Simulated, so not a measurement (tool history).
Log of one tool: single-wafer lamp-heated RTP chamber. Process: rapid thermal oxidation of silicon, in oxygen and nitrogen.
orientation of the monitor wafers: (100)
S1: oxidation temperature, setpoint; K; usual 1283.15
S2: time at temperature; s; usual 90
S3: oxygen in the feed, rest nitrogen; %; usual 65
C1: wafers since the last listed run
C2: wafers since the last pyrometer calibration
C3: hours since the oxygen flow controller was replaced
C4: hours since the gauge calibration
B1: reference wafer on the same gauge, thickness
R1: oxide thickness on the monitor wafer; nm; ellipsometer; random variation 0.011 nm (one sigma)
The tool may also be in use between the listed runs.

Run 1, day 0.000: usual settings but S2 122 s; C1 0; C2 7880; C3 3879.1; C4 1082.4; B1 7.146. Result: R1 8.419 nm.
Run 2, day 2.704: usual settings but S1 1261.15 K; C1 1049; C2 8929; C3 3944.0; C4 1147.3; B1 7.141. Result: R1 6.257 nm.
At day 4.788: pyrometer window cleaned and pyrometer calibrated.
Run 3, day 5.317: usual settings but S1 1261.15 K; C1 884; C2 205; C3 4006.7; C4 1210.0; B1 7.137. Result: R1 6.205 nm.
Run 4, day 7.717: usual settings but S1 1261.15 K; C1 931; C2 1137; C3 4064.3; C4 1267.6; B1 7.139. Result: R1 6.209 nm.
Run 5, day 10.008: usual settings but S2 60 s; C1 889; C2 2026; C3 4119.3; C4 1322.6; B1 7.139. Result: R1 6.104 nm.
Run 6, day 13.779: usual settings but S2 60 s; C1 1463; C2 3489; C3 4209.8; C4 1413.1; B1 7.144. Result: R1 6.137 nm.
Run 7, day 15.721: usual settings but S2 60 s; C1 753; C2 4242; C3 4256.4; C4 1459.7; B1 7.136. Result: R1 6.135 nm.
Run 8, day 18.358: usual settings; C1 1023; C2 5265; C3 4319.7; C4 1523.0; B1 7.143. Result: R1 7.339 nm.
Run 9, day 22.608: usual settings; C1 1648; C2 6914; C3 4421.7; C4 1625.0; B1 7.137. Result: R1 7.356 nm.
Run 10, day 25.862: usual settings but S2 76 s; C1 1262; C2 8177; C3 4499.8; C4 1703.1; B1 7.141. Result: R1 6.817 nm.
Run 11, day 29.188: usual settings but S2 76 s; C1 1290; C2 9467; C3 4579.6; C4 1782.9; B1 7.148. Result: R1 6.803 nm.
At day 30.762: pyrometer window cleaned and pyrometer calibrated.
Run 12, day 32.779: usual settings but S2 76 s; C1 1264; C2 782; C3 4665.8; C4 1869.1; B1 7.144. Result: R1 6.744 nm.
Run 13, day 34.704: usual settings but S3 86 %; C1 746; C2 1529; C3 4712.0; C4 1915.3; B1 7.140. Result: R1 8.021 nm.
Run 14, day 37.071: usual settings but S3 89 %; C1 918; C2 2447; C3 4768.8; C4 1972.1; B1 7.145. Result: R1 8.141 nm.
Run 15, day 40.100: usual settings but S2 59 s, S3 50 %; C1 1175; C2 3623; C3 4841.5; C4 2044.8; B1 7.145. Result: R1 5.586 nm.
Run 16, day 41.950: usual settings but S1 1261.15 K; C1 717; C2 4340; C3 4885.9; C4 2089.2; B1 7.139. Result: R1 6.246 nm.
Run 17, day 44.117: usual settings but S2 121 s; C1 840; C2 5181; C3 4937.9; C4 2141.2; B1 7.136. Result: R1 8.411 nm.
Run 18, day 48.600: usual settings but S3 37 %; C1 1739; C2 6920; C3 5045.5; C4 2248.8; B1 7.141. Result: R1 6.084 nm.
At day 52.233: gauge calibrated.
Run 19, day 52.796: usual settings but S1 1298.15 K, S2 103 s, S3 54 %; C1 1627; C2 8548; C3 5146.2; C4 13.5; B1 7.135. Result: R1 8.156 nm.
Run 20, day 56.012: usual settings but S2 76 s; C1 1248; C2 9796; C3 5223.4; C4 90.7; B1 7.139. Result: R1 6.826 nm.
At day 57.442: pyrometer window cleaned and pyrometer calibrated.
Run 21, day 58.517: usual settings but S1 1263.15 K, S2 51 s, S3 76 %; C1 842; C2 417; C3 5283.5; C4 150.8; B1 7.138. Result: R1 5.193 nm.
Run 22, day 61.292: usual settings; C1 1076; C2 1493; C3 5350.1; C4 217.4; B1 7.140. Result: R1 7.311 nm.
Run 23, day 64.654: usual settings; C1 1304; C2 2798; C3 5430.8; C4 298.1; B1 7.137. Result: R1 7.328 nm.
Run 24, day 68.608: usual settings but S1 1301.15 K; C1 1534; C2 4332; C3 5525.7; C4 393.0; B1 7.142. Result: R1 8.358 nm.
Run 25, day 70.588: usual settings; C1 767; C2 5100; C3 5573.2; C4 440.5; B1 7.145. Result: R1 7.359 nm.
Run 26, day 74.671: usual settings but S2 68 s; C1 1584; C2 6684; C3 5671.2; C4 538.5; B1 7.137. Result: R1 6.521 nm.
At day 75.929: oxygen flow controller replaced.
Run 27, day 76.362: usual settings but S1 1267.15 K; C1 527; C2 7211; C3 10.4; C4 579.1; B1 7.143. Result: R1 6.499 nm.
Run 28, day 80.312: usual settings but S1 1297.15 K; C1 1532; C2 8744; C3 105.2; C4 673.9; B1 7.141. Result: R1 8.074 nm.
At day 82.496: pyrometer window cleaned and pyrometer calibrated.
Run 29, day 83.838: usual settings but S2 125 s; C1 1238; C2 520; C3 189.8; C4 758.5; B1 7.138. Result: R1 8.414 nm.
Run 30, day 93.675: usual settings; C1 3816; C2 4337; C3 425.9; C4 994.6; B1 7.143. Result: R1 7.285 nm.
Run 31, day 97.088: usual settings but S1 1275.15 K, S2 116 s, S3 54 %; C1 1323; C2 5661; C3 507.8; C4 1076.5; B1 7.142. Result: R1 7.241 nm.
At day 107.792: pyrometer window cleaned and pyrometer calibrated.
Run 32, day 107.812: usual settings but S2 65 s, S3 36 %; C1 4031; C2 8; C3 765.2; C4 1333.9; B1 7.138. Result: R1 5.154 nm.
Run 33, day 109.888: usual settings but S1 1261.15 K; C1 805; C2 813; C3 815.0; C4 1383.7; B1 7.144. Result: R1 6.186 nm.
Run 34, day 113.938: usual settings but S1 1263.15 K, S3 41 %; C1 1571; C2 2384; C3 912.2; C4 1480.9; B1 7.140. Result: R1 5.409 nm.
Run 35, day 116.746: usual settings; C1 1089; C2 3474; C3 979.6; C4 1548.3; B1 7.137. Result: R1 7.292 nm.
Run 36, day 118.688: usual settings but S2 111 s, S3 54 %; C1 753; C2 4227; C3 1026.2; C4 1594.9; B1 7.137. Result: R1 7.512 nm.
Run 37, day 122.792: usual settings but S1 1263.15 K, S2 67 s, S3 78 %; C1 1592; C2 5820; C3 1124.7; C4 1693.4; B1 7.142. Result: R1 5.907 nm.

How the hidden state differs across the entries between the runs, from the last listed run before each to the first after it:
Between runs 2 and 3: pyrometer window cleaned and pyrometer calibrated (day 4.788)
  true wafer temperature minus pyrometer reading, K: 1.52 -> 0.186; deviation of the oxygen flow from its setpoint, %: 7.58 -> 7.62
  measured less the result without the state, R1: +0.122 -> +0.062 nm
Between runs 11 and 12: pyrometer window cleaned and pyrometer calibrated (day 30.762)
  true wafer temperature minus pyrometer reading, K: 1.54 -> 0.46; deviation of the oxygen flow from its setpoint, %: 7.89 -> 7.92
  measured less the result without the state, R1: +0.135 -> +0.083 nm
Between runs 18 and 19: gauge calibrated (day 52.233)
  true wafer temperature minus pyrometer reading, K: 1.48 -> 1.57; deviation of the oxygen flow from its setpoint, %: 8.05 -> 8.08
  measured less the result without the state, R1: +0.160 -> +0.190 nm
Between runs 20 and 21: pyrometer window cleaned and pyrometer calibrated (day 57.442)
  true wafer temperature minus pyrometer reading, K: 1.61 -> 0.506; deviation of the oxygen flow from its setpoint, %: 8.11 -> 8.12
  measured less the result without the state, R1: +0.141 -> +0.050 nm
Between runs 26 and 27: oxygen flow controller replaced (day 75.929)
  true wafer temperature minus pyrometer reading, K: 1.64 -> 1.68; deviation of the oxygen flow from its setpoint, %: 8.22 -> 0.117
  measured less the result without the state, R1: +0.136 -> +0.080 nm
Between runs 28 and 29: pyrometer window cleaned and pyrometer calibrated (day 82.496)
  true wafer temperature minus pyrometer reading, K: 1.75 -> 0.337; deviation of the oxygen flow from its setpoint, %: 0.523 -> 0.869
  measured less the result without the state, R1: +0.106 -> +0.030 nm
Between runs 31 and 32: pyrometer window cleaned and pyrometer calibrated (day 107.792)
  true wafer temperature minus pyrometer reading, K: 1.35 -> 0.272; deviation of the oxygen flow from its setpoint, %: 2.04 -> 2.85
  measured less the result without the state, R1: +0.093 -> +0.039 nm
